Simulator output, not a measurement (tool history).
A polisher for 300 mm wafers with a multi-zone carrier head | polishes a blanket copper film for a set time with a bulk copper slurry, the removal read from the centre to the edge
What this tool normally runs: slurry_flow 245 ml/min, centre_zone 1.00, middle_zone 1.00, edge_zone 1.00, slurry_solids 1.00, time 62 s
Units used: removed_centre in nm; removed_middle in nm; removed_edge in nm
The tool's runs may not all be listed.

run	hour	slurry_flow	centre_zone	middle_zone	edge_zone	slurry_solids	time	wafers since the last listed run	wafers polished on this pad	hours since the slurry nozzle was cleaned	hours since the centre zone pressure was calibrated	hours since the edge zone pressure was calibrated	hours since the carrier head's membrane was replaced	incoming thickness of the incoming film, nm	removed_centre	removed_middle	removed_edge
1	0.0	245	1.00	1.03	1.00	1.00	62	0	610	20.8	562.3	489.9	1390.1	4348.6	456.3	452.0	455.0
2	45.6	245	1.00	1.03	1.00	1.00	62	318	928	66.4	607.9	535.5	1435.7	4260.0	446.7	451.3	445.4
3	99.5	245	1.00	1.03	1.00	1.00	62	376	1305	120.3	661.8	589.4	1489.6	4344.8	436.2	444.8	439.2
4	130.9	245	1.00	1.00	1.00	1.00	62	219	1525	151.7	693.2	620.8	1521.0	4325.2	437.4	427.7	436.6
# hour 156.9: edge zone pressure recalibrated
5	161.3	245	1.00	1.00	1.00	1.00	62	198	1723	182.1	723.6	4.4	1551.4	4298.0	439.0	421.6	428.9
6	203.0	245	1.00	1.00	1.00	1.00	62	291	2015	223.8	765.3	46.1	1593.1	4333.8	432.8	423.4	427.8
# hour 228.0: worn pad replaced by a new one
7	234.6	245	0.92	1.00	1.00	1.00	62	192	46	255.4	796.9	77.7	1624.7	4318.4	425.1	449.6	464.4
8	279.7	245	0.92	1.00	1.00	1.00	62	315	361	300.5	842.0	122.8	1669.8	4332.9	425.5	449.4	452.7
# hour 303.0: slurry nozzle cleaned
9	309.1	270	1.00	0.96	1.03	1.00	62	198	559	6.1	871.4	152.2	1699.2	4287.6	456.6	437.4	462.0
10	345.3	245	1.05	1.00	1.00	1.15	76	253	812	42.3	907.6	188.4	1735.4	4224.3	606.6	564.3	566.4
11	410.5	245	1.00	1.00	1.00	1.00	62	455	1268	107.5	972.8	253.6	1800.6	4253.3	446.0	434.3	438.5
12	440.4	245	1.00	1.11	1.00	1.00	81	208	1477	137.4	1002.7	283.5	1830.5	4310.7	566.0	612.5	564.2
# hour 488.6: worn pad replaced by a new one
13	500.6	245	1.00	1.00	1.00	1.00	62	392	84	197.6	1062.9	343.7	1890.7	4357.5	456.8	449.3	459.0
# hour 512.8: carrier head's membrane replaced by a new one
14	549.9	290	1.08	1.00	1.00	1.10	52	309	393	246.9	1112.2	393.0	37.1	4291.3	426.6	379.1	388.5
# hour 586.9: slurry nozzle cleaned
15	613.2	245	1.00	0.88	1.12	1.00	51	435	829	26.3	1175.5	456.3	100.4	4265.8	372.0	329.7	382.0
# hour 732.6: centre zone pressure recalibrated
16	736.1	245	1.00	0.95	1.03	1.00	62	844	1674	149.2	3.5	579.2	223.3	4340.6	433.0	405.1	440.2
17	780.1	245	1.00	1.00	1.06	1.00	62	307	1981	193.2	47.5	623.2	267.3	4284.4	426.0	418.7	443.0
# hour 796.0: edge zone pressure recalibrated
# hour 815.2: worn pad replaced by a new one
18	815.7	200	1.00	1.00	1.00	1.00	55	206	3	228.8	83.1	19.7	302.9	4303.4	396.9	384.4	395.6
19	852.4	245	1.00	1.06	1.00	1.00	62	256	260	265.5	119.8	56.4	339.6	4361.0	455.8	465.3	451.0
# hour 886.1: slurry nozzle cleaned
20	909.6	245	0.95	1.00	1.00	1.20	62	392	653	23.5	177.0	113.6	396.8	4303.2	444.8	460.1	464.6
21	1059.6	245	1.00	1.00	1.00	1.00	62	1048	1701	173.5	327.0	263.6	546.8	4242.5	431.0	420.5	424.7

Forecast each of these 4 alternatives for the next run:
A	1060.0	245	1.00	1.00	1.00	1.00	62	2	1704	173.9	327.4	264.0	547.2	4287.7	?	?	?
B	1060.0	245	0.93	1.00	1.00	1.00	62	2	1704	173.9	327.4	264.0	547.2	4287.7	?	?	?
C	1060.0	245	1.00	1.00	1.00	1.00	53	2	1704	173.9	327.4	264.0	547.2	4287.7	?	?	?
D	1060.0	220	1.03	1.10	1.00	1.00	62	2	1704	173.9	327.4	264.0	547.2	4287.7	?	?	?

run	removed_centre	removed_middle	removed_edge
A	427.4	420.8	424.4
B	397.3	420.9	424.4
C	365.4	359.7	362.8
D	434.6	447.2	420.0
Had the tool no hidden state, the same runs would have come out as:
run	removed_centre	removed_middle	removed_edge
A	461.3	454.1	458.0
B	428.7	454.2	458.0
C	394.3	388.2	391.5
D	469.0	482.6	453.2
